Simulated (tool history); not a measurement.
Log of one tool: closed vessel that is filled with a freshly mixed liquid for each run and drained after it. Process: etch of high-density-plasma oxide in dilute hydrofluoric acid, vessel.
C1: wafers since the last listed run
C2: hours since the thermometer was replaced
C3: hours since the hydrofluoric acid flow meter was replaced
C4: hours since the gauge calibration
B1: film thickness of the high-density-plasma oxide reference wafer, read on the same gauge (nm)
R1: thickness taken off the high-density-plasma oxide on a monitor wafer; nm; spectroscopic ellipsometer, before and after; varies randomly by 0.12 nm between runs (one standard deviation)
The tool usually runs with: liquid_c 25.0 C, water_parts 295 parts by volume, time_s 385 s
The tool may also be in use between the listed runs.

{"run": 1, "day": 0.0, "liquid_c": 25.0, "water_parts": 295, "time_s": 385, "C1": 0, "C2": 498.0, "C3": 786.7, "C4": 313.1, "B1": 59.98, "R1": 11.29}
{"run": 2, "day": 0.342, "liquid_c": 25.0, "water_parts": 295, "time_s": 230, "C1": 507, "C2": 506.2, "C3": 794.9, "C4": 321.3, "B1": 59.99, "R1": 6.67}
{"run": 3, "day": 0.829, "liquid_c": 25.0, "water_parts": 295, "time_s": 230, "C1": 723, "C2": 517.9, "C3": 806.6, "C4": 333.0, "B1": 60.02, "R1": 6.78}
{"run": 4, "day": 1.579, "liquid_c": 25.0, "water_parts": 295, "time_s": 230, "C1": 1113, "C2": 535.9, "C3": 824.6, "C4": 351.0, "B1": 60.01, "R1": 6.73}
{"run": 5, "day": 2.029, "liquid_c": 25.0, "water_parts": 295, "time_s": 385, "C1": 667, "C2": 546.7, "C3": 835.4, "C4": 361.8, "B1": 60.04, "R1": 11.27}
{"run": 6, "day": 2.654, "liquid_c": 25.0, "water_parts": 295, "time_s": 570, "C1": 927, "C2": 561.7, "C3": 850.4, "C4": 376.8, "B1": 60.01, "R1": 16.55}
{"run": 7, "day": 3.333, "liquid_c": 25.0, "water_parts": 295, "time_s": 570, "C1": 1008, "C2": 578.0, "C3": 866.7, "C4": 393.1, "B1": 59.99, "R1": 16.44}
{"run": 8, "day": 3.921, "liquid_c": 25.0, "water_parts": 295, "time_s": 385, "C1": 872, "C2": 592.1, "C3": 880.8, "C4": 407.2, "B1": 60.0, "R1": 11.26}
{"run": 9, "day": 4.638, "liquid_c": 25.0, "water_parts": 295, "time_s": 385, "C1": 1063, "C2": 609.3, "C3": 898.0, "C4": 424.4, "B1": 59.98, "R1": 11.25}
{"run": 10, "day": 5.304, "liquid_c": 25.0, "water_parts": 370, "time_s": 385, "C1": 989, "C2": 625.3, "C3": 914.0, "C4": 440.4, "B1": 59.99, "R1": 8.2}
{"run": 11, "day": 5.675, "liquid_c": 25.0, "water_parts": 370, "time_s": 385, "C1": 550, "C2": 634.2, "C3": 922.9, "C4": 449.3, "B1": 59.98, "R1": 8.25}
{"run": 12, "day": 6.071, "liquid_c": 25.0, "water_parts": 295, "time_s": 385, "C1": 587, "C2": 643.7, "C3": 932.4, "C4": 458.8, "B1": 59.99, "R1": 11.07}
{"run": 13, "day": 6.567, "liquid_c": 25.0, "water_parts": 295, "time_s": 385, "C1": 735, "C2": 655.6, "C3": 944.3, "C4": 470.7, "B1": 59.99, "R1": 11.13}
{"run": 14, "day": 7.133, "liquid_c": 25.0, "water_parts": 295, "time_s": 385, "C1": 841, "C2": 669.2, "C3": 957.9, "C4": 484.3, "B1": 59.98, "R1": 11.16}
{"run": 15, "day": 7.533, "liquid_c": 22.5, "water_parts": 150, "time_s": 605, "C1": 593, "C2": 678.8, "C3": 967.5, "C4": 493.9, "B1": 60.02, "R1": 35.92}
{"run": 16, "day": 8.054, "liquid_c": 29.5, "water_parts": 370, "time_s": 200, "C1": 773, "C2": 691.3, "C3": 980.0, "C4": 506.4, "B1": 60.0, "R1": 5.0}
{"day": 8.392, "done": "hydrofluoric acid flow meter replaced"}
{"run": 17, "day": 8.488, "liquid_c": 23.0, "water_parts": 295, "time_s": 385, "C1": 581, "C2": 701.7, "C3": 2.3, "C4": 516.8, "B1": 59.98, "R1": 10.51}
{"day": 8.667, "done": "gauge calibrated"}
{"run": 18, "day": 10.121, "liquid_c": 28.5, "water_parts": 160, "time_s": 285, "C1": 2424, "C2": 740.9, "C3": 41.5, "C4": 34.9, "B1": 60.01, "R1": 19.99}
{"run": 19, "day": 10.438, "liquid_c": 25.0, "water_parts": 295, "time_s": 385, "C1": 470, "C2": 748.5, "C3": 49.1, "C4": 42.5, "B1": 59.98, "R1": 11.05}
{"run": 20, "day": 10.812, "liquid_c": 27.0, "water_parts": 295, "time_s": 240, "C1": 556, "C2": 757.5, "C3": 58.1, "C4": 51.5, "B1": 59.99, "R1": 7.31}
{"day": 11.042, "done": "thermometer replaced"}
{"run": 21, "day": 11.425, "liquid_c": 22.5, "water_parts": 295, "time_s": 230, "C1": 847, "C2": 9.2, "C3": 72.8, "C4": 66.2, "B1": 59.97, "R1": 6.64}
{"run": 22, "day": 12.146, "liquid_c": 22.5, "water_parts": 295, "time_s": 285, "C1": 1069, "C2": 26.5, "C3": 90.1, "C4": 83.5, "B1": 60.03, "R1": 8.25}
{"run": 23, "day": 12.446, "liquid_c": 26.5, "water_parts": 295, "time_s": 320, "C1": 445, "C2": 33.7, "C3": 97.3, "C4": 90.7, "B1": 60.0, "R1": 10.57}
{"run": 24, "day": 13.133, "liquid_c": 26.5, "water_parts": 250, "time_s": 320, "C1": 1020, "C2": 50.2, "C3": 113.8, "C4": 107.2, "B1": 60.02, "R1": 13.0}
{"run": 25, "day": 13.629, "liquid_c": 21.5, "water_parts": 295, "time_s": 385, "C1": 735, "C2": 62.1, "C3": 125.7, "C4": 119.1, "B1": 60.02, "R1": 10.65}
{"run": 26, "day": 14.017, "liquid_c": 28.0, "water_parts": 390, "time_s": 385, "C1": 575, "C2": 71.4, "C3": 135.0, "C4": 128.4, "B1": 59.98, "R1": 9.06}
{"run": 27, "day": 14.454, "liquid_c": 29.5, "water_parts": 185, "time_s": 215, "C1": 649, "C2": 81.9, "C3": 145.5, "C4": 138.9, "B1": 59.98, "R1": 13.96}
{"run": 28, "day": 15.133, "liquid_c": 22.5, "water_parts": 150, "time_s": 605, "C1": 1008, "C2": 98.2, "C3": 161.8, "C4": 155.2, "B1": 60.01, "R1": 39.69}
{"run": 29, "day": 15.792, "liquid_c": 22.5, "water_parts": 390, "time_s": 210, "C1": 977, "C2": 114.0, "C3": 177.6, "C4": 171.0, "B1": 59.98, "R1": 4.12}
{"run": 30, "day": 16.529, "liquid_c": 25.0, "water_parts": 295, "time_s": 385, "C1": 1094, "C2": 131.7, "C3": 195.3, "C4": 188.7, "B1": 60.0, "R1": 11.9}
{"run": 31, "day": 17.125, "liquid_c": 22.0, "water_parts": 340, "time_s": 275, "C1": 884, "C2": 146.0, "C3": 209.6, "C4": 203.0, "B1": 60.0, "R1": 6.42}

What if the next run were any one of these 5? Each begins from the tool's condition after run 31:
{"run": "A", "day": 17.158, "liquid_c": 25.0, "water_parts": 295, "time_s": 385, "C1": 49, "C2": 146.8, "C3": 210.4, "C4": 203.8, "B1": "?", "R1": "?"}
{"run": "B", "day": 17.158, "liquid_c": 25.0, "water_parts": 195, "time_s": 385, "C1": 49, "C2": 146.8, "C3": 210.4, "C4": 203.8, "B1": "?", "R1": "?"}
{"run": "C", "day": 17.158, "liquid_c": 29.0, "water_parts": 295, "time_s": 385, "C1": 49, "C2": 146.8, "C3": 210.4, "C4": 203.8, "B1": "?", "R1": "?"}
{"run": "D", "day": 17.158, "liquid_c": 25.0, "water_parts": 295, "time_s": 465, "C1": 49, "C2": 146.8, "C3": 210.4, "C4": 203.8, "B1": "?", "R1": "?"}
{"run": "E", "day": 17.158, "liquid_c": 25.0, "water_parts": 255, "time_s": 385, "C1": 49, "C2": 146.8, "C3": 210.4, "C4": 203.8, "B1": "?", "R1": "?"}

run=A B1=59.99 R1=11.79
run=B B1=59.99 R1=19.79
run=C B1=59.99 R1=13.50
run=D B1=59.99 R1=14.24
run=E B1=59.99 R1=14.20
Had the tool no hidden state, the same runs would have come out as:
run=A R1=11.99
run=B R1=20.15
run=C R1=13.71
run=D R1=14.48
run=E R1=14.45
